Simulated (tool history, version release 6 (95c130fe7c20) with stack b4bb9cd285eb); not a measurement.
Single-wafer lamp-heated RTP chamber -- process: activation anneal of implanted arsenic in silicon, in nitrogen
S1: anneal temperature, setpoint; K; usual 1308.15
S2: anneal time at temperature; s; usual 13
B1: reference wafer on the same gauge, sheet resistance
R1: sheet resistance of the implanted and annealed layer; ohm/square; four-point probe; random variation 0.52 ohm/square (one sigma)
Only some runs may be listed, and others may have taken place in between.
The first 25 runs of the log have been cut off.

run 26 hour=1842 | S1=1308.15 S2=18 | B1=390.7 | R1=348.09
-- hour=1982.8 reflector plate cleaned
run 27 hour=2046.2 | S1=1308.15 S2=6 | B1=391.09 | R1=353.43
-- hour=2095.5 pyrometer window cleaned and pyrometer calibrated
run 28 hour=2125.7 | S1=1334.15 S2=7 | B1=391.06 | R1=349.32
run 29 hour=2187.2 | S1=1308.15 S2=13 | B1=391.31 | R1=349.8
-- hour=2319.8 gauge calibrated
run 30 hour=2418.9 | S1=1294.15 S2=7 | B1=387.93 | R1=351.25
run 31 hour=2471.5 | S1=1281.15 S2=8 | B1=387.94 | R1=352.21
run 32 hour=2553.9 | S1=1331.15 S2=18 | B1=387.83 | R1=341.57
run 33 hour=2637.5 | S1=1308.15 S2=13 | B1=387.96 | R1=346.91
-- hour=2715.2 reflector plate cleaned
-- hour=2839.4 pyrometer window cleaned and pyrometer calibrated
run 34 hour=2905.3 | S1=1292.15 S2=9 | B1=387.95 | R1=350.34
run 35 hour=2945.7 | S1=1308.15 S2=13 | B1=388 | R1=346.23
run 36 hour=3017 | S1=1333.15 S2=18 | B1=387.86 | R1=341.83
run 37 hour=3097.2 | S1=1288.15 S2=13 | B1=387.91 | R1=348.98

Predict each of these 3 candidate next runs independently; none follows another, all start after run 37:
run A hour=3097.6 | S1=1308.15 S2=9 | B1=? | R1=?
run B hour=3097.6 | S1=1308.15 S2=17 | B1=? | R1=?
run C hour=3097.6 | S1=1338.15 S2=18 | B1=? | R1=?

run=A B1=388.07 R1=349.25
run=B B1=388.07 R1=345.87
run=C B1=388.07 R1=340.58
Had the tool no hidden state, the same runs would have come out as:
run=A R1=349.24
run=B R1=345.86
run=C R1=340.57
